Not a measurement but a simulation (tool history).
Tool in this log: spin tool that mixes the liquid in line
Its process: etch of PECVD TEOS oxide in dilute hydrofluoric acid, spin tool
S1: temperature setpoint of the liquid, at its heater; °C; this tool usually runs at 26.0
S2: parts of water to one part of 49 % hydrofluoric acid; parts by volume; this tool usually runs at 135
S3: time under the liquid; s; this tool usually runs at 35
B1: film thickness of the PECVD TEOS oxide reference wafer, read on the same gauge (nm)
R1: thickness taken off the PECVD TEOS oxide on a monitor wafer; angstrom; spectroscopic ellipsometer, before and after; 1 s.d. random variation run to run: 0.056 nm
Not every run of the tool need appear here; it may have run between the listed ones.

run 1 hour=0.0 | S1=26.0 S2=170 S3=35 | B1=133.86 | R1=41.8
run 2 hour=64.7 | S1=26.0 S2=170 S3=35 | B1=133.43 | R1=41.4
run 3 hour=101.3 | S1=26.0 S2=170 S3=35 | B1=133.25 | R1=41.0
run 4 hour=166.2 | S1=26.0 S2=185 S3=35 | B1=132.82 | R1=36.8
-- hour=193.0 thermometer replaced
run 5 hour=237.1 | S1=26.0 S2=185 S3=35 | B1=132.44 | R1=36.7
-- hour=257.6 gauge calibrated
run 6 hour=302.4 | S1=26.0 S2=185 S3=35 | B1=149.05 | R1=41.7
run 7 hour=345.9 | S1=26.0 S2=90 S3=35 | B1=148.84 | R1=94.9
run 8 hour=406.1 | S1=26.0 S2=90 S3=35 | B1=148.47 | R1=95.0
run 9 hour=469.4 | S1=26.0 S2=90 S3=35 | B1=148.08 | R1=95.1
run 10 hour=531.6 | S1=23.5 S2=135 S3=35 | B1=147.74 | R1=55.4
run 11 hour=587.8 | S1=26.0 S2=200 S3=25 | B1=147.32 | R1=26.6
run 12 hour=643.4 | S1=28.5 S2=100 S3=20 | B1=147.03 | R1=53.5
run 13 hour=697.3 | S1=26.0 S2=105 S3=45 | B1=146.76 | R1=104.1
run 14 hour=737.3 | S1=24.0 S2=135 S3=35 | B1=146.43 | R1=55.2
run 15 hour=793.3 | S1=26.0 S2=135 S3=35 | B1=146.16 | R1=59.3
run 16 hour=829.2 | S1=26.0 S2=160 S3=35 | B1=145.90 | R1=48.3
run 17 hour=888.7 | S1=22.0 S2=175 S3=40 | B1=145.56 | R1=42.4
-- hour=923.8 hydrofluoric acid flow meter replaced
run 18 hour=949.0 | S1=29.5 S2=75 S3=20 | B1=145.19 | R1=74.1
run 19 hour=982.6 | S1=26.0 S2=135 S3=35 | B1=144.98 | R1=58.7
run 20 hour=1196.8 | S1=29.0 S2=100 S3=35 | B1=143.69 | R1=93.4
run 21 hour=1237.9 | S1=31.0 S2=115 S3=50 | B1=143.43 | R1=121.0
run 22 hour=1271.7 | S1=23.0 S2=95 S3=15 | B1=143.23 | R1=33.0
run 23 hour=1319.3 | S1=22.5 S2=135 S3=25 | B1=142.99 | R1=36.4
run 24 hour=1349.7 | S1=21.5 S2=165 S3=50 | B1=142.77 | R1=55.2
run 25 hour=1393.8 | S1=26.0 S2=110 S3=45 | B1=142.54 | R1=92.0
run 26 hour=1434.3 | S1=26.0 S2=115 S3=35 | B1=142.29 | R1=70.0
run 27 hour=1458.4 | S1=26.0 S2=135 S3=45 | B1=142.13 | R1=74.5
run 28 hour=1500.2 | S1=22.0 S2=105 S3=20 | B1=141.93 | R1=37.4
run 29 hour=1539.9 | S1=22.5 S2=135 S3=35 | B1=141.68 | R1=50.1
run 30 hour=1574.1 | S1=26.0 S2=135 S3=35 | B1=141.46 | R1=58.5
run 31 hour=1620.0 | S1=26.0 S2=135 S3=35 | B1=141.21 | R1=57.7
run 32 hour=1659.3 | S1=21.0 S2=135 S3=45 | B1=140.92 | R1=60.7
run 33 hour=1705.9 | S1=24.5 S2=135 S3=25 | B1=140.68 | R1=38.5

Measured result minus the same run's result without the hidden state. Both carry the same run-to-run variation, though not necessarily the same gauge scatter:
What the log doesn't record here: liquid colder than its thermometer reads (K); hydrofluoric acid flow above the setpoint (%); gauge reads high (%).
run=1 R1=-5.0
run=2 R1=-5.2
run=3 R1=-5.1
run=4 R1=-4.8
run=5 R1=-4.9
run=6 R1=-0.3
run=7 R1=-0.7
run=8 R1=-1.0
run=9 R1=-1.3
run=10 R1=-0.9
run=11 R1=-0.4
run=12 R1=-1.1
run=13 R1=-2.3
run=14 R1=-1.3
run=15 R1=-1.6
run=16 R1=-1.4
run=17 R1=-1.3
run=18 R1=-2.4
run=19 R1=-2.0
run=20 R1=-4.1
run=21 R1=-5.5
run=22 R1=-1.5
run=23 R1=-1.8
run=24 R1=-2.8
run=25 R1=-4.8
run=26 R1=-3.8
run=27 R1=-4.2
run=28 R1=-2.1
run=29 R1=-3.0
run=30 R1=-3.5
run=31 R1=-3.6
run=32 R1=-3.9
run=33 R1=-2.6
